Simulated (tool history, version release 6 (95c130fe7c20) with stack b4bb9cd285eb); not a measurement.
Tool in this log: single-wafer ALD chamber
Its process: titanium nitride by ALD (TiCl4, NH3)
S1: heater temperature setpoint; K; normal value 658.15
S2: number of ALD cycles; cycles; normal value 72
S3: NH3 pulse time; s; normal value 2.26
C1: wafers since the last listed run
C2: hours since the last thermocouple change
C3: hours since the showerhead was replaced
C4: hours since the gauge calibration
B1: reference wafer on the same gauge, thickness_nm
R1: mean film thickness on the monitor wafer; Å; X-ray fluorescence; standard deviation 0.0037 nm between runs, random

run,day,S1,S2,S3,C1,C2,C3,C4,B1,R1
1,0,658.15,72,2.26,0,2669.6,5674,132.7,1.567,14.78
2,0.412,658.15,72,2.26,22,2679.5,5683.9,142.6,1.568,14.73
3,0.796,658.15,68,2.26,21,2688.7,5693.1,151.8,1.57,13.95
4,1.442,658.15,68,2.26,35,2704.2,5708.6,167.3,1.567,13.93
5,1.692,658.15,72,2.26,13,2710.2,5714.6,173.3,1.565,14.72
6,2.05,658.15,72,2.26,19,2718.8,5723.2,181.9,1.568,14.85
7,2.446,658.15,72,2.26,21,2728.3,5732.7,191.4,1.567,14.8
8,2.883,658.15,72,2.26,24,2738.8,5743.2,201.9,1.567,14.71
# day 3.333: thermocouple changed; heater temperature recalibrated
9,3.354,653.15,72,2.56,7,0.5,5754.5,213.2,1.564,14.79
10,3.9,653.15,72,2.56,30,13.6,5767.6,226.3,1.565,14.91
11,4.396,658.15,72,2.87,27,25.5,5779.5,238.2,1.565,14.95
12,5.012,658.15,72,2.26,33,40.3,5794.3,253,1.568,14.81
# day 5.517: gauge calibrated
13,5.546,658.15,72,2.26,29,53.1,5807.1,0.7,1.578,14.9
14,6.062,669.15,78,2.26,28,65.5,5819.5,13.1,1.578,16.22
15,6.688,643.15,81,2.26,34,80.5,5834.5,28.1,1.574,16.55
16,7.367,645.15,61,2.26,37,96.8,5850.8,44.4,1.572,12.45
# day 7.967: showerhead replaced
17,7.988,658.15,72,2.26,15,111.7,0.5,59.3,1.571,14.84
18,8.121,647.15,72,2.26,7,114.9,3.7,62.5,1.57,14.73
19,9.067,645.15,64,3.11,52,137.6,26.4,85.2,1.568,13.36
20,9.592,658.15,72,2.26,28,150.2,39,97.8,1.569,14.82
21,10.062,669.15,85,2.26,25,161.5,50.3,109.1,1.566,17.48
22,10.542,646.15,81,2.26,26,173,61.8,120.6,1.566,16.52

What the log doesn't show, run by run:
wafer temperature above the value expected at the setpoint (K): 0 across all the runs
H1: gauge reads high (%)
run,H1
1,-0.771
2,-0.796
3,-0.817
4,-0.847
5,-0.857
6,-0.871
7,-0.885
8,-0.898
9,-0.911
10,-0.923
11,-0.933
12,-0.944
13,-0.0876
14,-0.232
15,-0.381
16,-0.517
17,-0.619
18,-0.639
19,-0.761
20,-0.815
21,-0.858
22,-0.896

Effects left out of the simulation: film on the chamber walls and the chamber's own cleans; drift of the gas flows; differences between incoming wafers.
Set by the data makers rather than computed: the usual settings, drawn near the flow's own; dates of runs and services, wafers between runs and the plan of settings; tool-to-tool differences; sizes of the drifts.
